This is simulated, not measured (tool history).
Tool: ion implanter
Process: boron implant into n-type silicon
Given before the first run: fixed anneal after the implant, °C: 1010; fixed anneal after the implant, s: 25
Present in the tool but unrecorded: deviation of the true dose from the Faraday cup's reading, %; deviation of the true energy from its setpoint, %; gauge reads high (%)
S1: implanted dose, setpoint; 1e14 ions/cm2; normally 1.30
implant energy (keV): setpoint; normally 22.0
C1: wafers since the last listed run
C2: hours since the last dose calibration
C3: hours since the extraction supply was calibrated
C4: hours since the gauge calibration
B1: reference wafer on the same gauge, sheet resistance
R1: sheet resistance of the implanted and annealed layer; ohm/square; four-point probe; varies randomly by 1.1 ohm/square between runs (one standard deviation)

run 1 hour=0.0 | S1=1.44 implant_energy_(keV)=22.0 | C1=0 C2=785.5 C3=2197.8 C4=911.2 | B1=797.87 | R1=654.30
run 2 hour=59.9 | S1=1.44 implant_energy_(keV)=22.0 | C1=1692 C2=845.4 C3=2257.7 C4=971.1 | B1=798.43 | R1=653.27
run 3 hour=111.4 | S1=1.30 implant_energy_(keV)=19.5 | C1=1455 C2=896.9 C3=2309.2 C4=1022.6 | B1=798.09 | R1=722.18
run 4 hour=196.9 | S1=1.30 implant_energy_(keV)=19.5 | C1=2415 C2=982.4 C3=2394.7 C4=1108.1 | B1=798.01 | R1=722.90
run 5 hour=257.8 | S1=1.30 implant_energy_(keV)=19.5 | C1=1720 C2=1043.3 C3=2455.6 C4=1169.0 | B1=798.12 | R1=722.45
run 6 hour=298.2 | S1=1.30 implant_energy_(keV)=22.0 | C1=1141 C2=1083.7 C3=2496.0 C4=1209.4 | B1=797.74 | R1=709.65
run 7 hour=329.7 | S1=1.30 implant_energy_(keV)=22.0 | C1=889 C2=1115.2 C3=2527.5 C4=1240.9 | B1=797.93 | R1=709.80
run 8 hour=379.2 | S1=1.30 implant_energy_(keV)=22.0 | C1=1398 C2=1164.7 C3=2577.0 C4=1290.4 | B1=797.98 | R1=710.41
run 9 hour=566.0 | S1=1.30 implant_energy_(keV)=22.0 | C1=5277 C2=1351.5 C3=2763.8 C4=1477.2 | B1=798.43 | R1=709.78
run 10 hour=608.3 | S1=1.30 implant_energy_(keV)=22.0 | C1=1195 C2=1393.8 C3=2806.1 C4=1519.5 | B1=798.00 | R1=709.69
run 11 hour=639.0 | S1=1.30 implant_energy_(keV)=18.5 | C1=867 C2=1424.5 C3=2836.8 C4=1550.2 | B1=797.75 | R1=732.18
run 12 hour=683.2 | S1=1.30 implant_energy_(keV)=18.5 | C1=1248 C2=1468.7 C3=2881.0 C4=1594.4 | B1=797.86 | R1=731.67
run 13 hour=745.9 | S1=1.30 implant_energy_(keV)=18.5 | C1=1771 C2=1531.4 C3=2943.7 C4=1657.1 | B1=797.99 | R1=729.09
-- hour=803.8 Faraday cup replaced and dose calibrated
run 14 hour=804.3 | S1=1.30 implant_energy_(keV)=26.5 | C1=1423 C2=0.5 C3=3002.1 C4=1715.5 | B1=797.96 | R1=683.06
run 15 hour=859.5 | S1=1.30 implant_energy_(keV)=26.5 | C1=1559 C2=55.7 C3=3057.3 C4=1770.7 | B1=797.48 | R1=683.81
run 16 hour=907.5 | S1=1.06 implant_energy_(keV)=29.0 | C1=1356 C2=103.7 C3=3105.3 C4=1818.7 | B1=798.26 | R1=781.16
run 17 hour=940.8 | S1=1.30 implant_energy_(keV)=29.5 | C1=940 C2=137.0 C3=3138.6 C4=1852.0 | B1=798.21 | R1=671.62
-- hour=1024.7 gauge calibrated
run 18 hour=1055.1 | S1=1.47 implant_energy_(keV)=22.0 | C1=3229 C2=251.3 C3=3252.9 C4=30.4 | B1=797.61 | R1=640.34
run 19 hour=1123.5 | S1=1.30 implant_energy_(keV)=22.0 | C1=1932 C2=319.7 C3=3321.3 C4=98.8 | B1=797.79 | R1=706.47
run 20 hour=1160.5 | S1=0.98 implant_energy_(keV)=15.0 | C1=1045 C2=356.7 C3=3358.3 C4=135.8 | B1=797.90 | R1=933.59
run 21 hour=1207.3 | S1=1.48 implant_energy_(keV)=15.0 | C1=1322 C2=403.5 C3=3405.1 C4=182.6 | B1=798.07 | R1=675.21
run 22 hour=1263.5 | S1=1.48 implant_energy_(keV)=28.5 | C1=1587 C2=459.7 C3=3461.3 C4=238.8 | B1=797.98 | R1=612.54
-- hour=1298.2 extraction supply calibrated
run 23 hour=1299.3 | S1=1.30 implant_energy_(keV)=18.0 | C1=785 C2=495.5 C3=1.1 C4=274.6 | B1=798.18 | R1=730.78
run 24 hour=1338.4 | S1=1.17 implant_energy_(keV)=22.0 | C1=1104 C2=534.6 C3=40.2 C4=313.7 | B1=797.83 | R1=765.43
run 25 hour=1409.9 | S1=0.91 implant_energy_(keV)=22.0 | C1=2020 C2=606.1 C3=111.7 C4=385.2 | B1=797.77 | R1=925.51
run 26 hour=1469.6 | S1=1.30 implant_energy_(keV)=22.0 | C1=1686 C2=665.8 C3=171.4 C4=444.9 | B1=797.93 | R1=707.06
run 27 hour=1497.3 | S1=1.51 implant_energy_(keV)=17.0 | C1=782 C2=693.5 C3=199.1 C4=472.6 | B1=797.89 | R1=653.63
run 28 hour=1556.3 | S1=1.07 implant_energy_(keV)=19.5 | C1=1666 C2=752.5 C3=258.1 C4=531.6 | B1=798.16 | R1=839.28
run 29 hour=1590.8 | S1=1.30 implant_energy_(keV)=22.0 | C1=974 C2=787.0 C3=292.6 C4=566.1 | B1=798.19 | R1=708.73
run 30 hour=1655.8 | S1=1.63 implant_energy_(keV)=19.0 | C1=1836 C2=852.0 C3=357.6 C4=631.1 | B1=797.84 | R1=604.82

What would each run have given without the hidden state, its run-to-run variation left as it was?
run=1 R1=650.86
run=2 R1=649.58
run=3 R1=717.86
run=4 R1=718.17
run=5 R1=717.43
run=6 R1=704.59
run=7 R1=704.59
run=8 R1=704.97
run=9 R1=703.49
run=10 R1=703.20
run=11 R1=725.22
run=12 R1=724.51
run=13 R1=721.64
run=14 R1=682.00
run=15 R1=682.50
run=16 R1=779.49
run=17 R1=670.01
run=18 R1=638.25
run=19 R1=703.88
run=20 R1=929.99
run=21 R1=672.24
run=22 R1=609.78
run=23 R1=727.19
run=24 R1=761.61
run=25 R1=920.70
run=26 R1=702.87
run=27 R1=649.48
run=28 R1=833.94
run=29 R1=703.97
run=30 R1=600.34
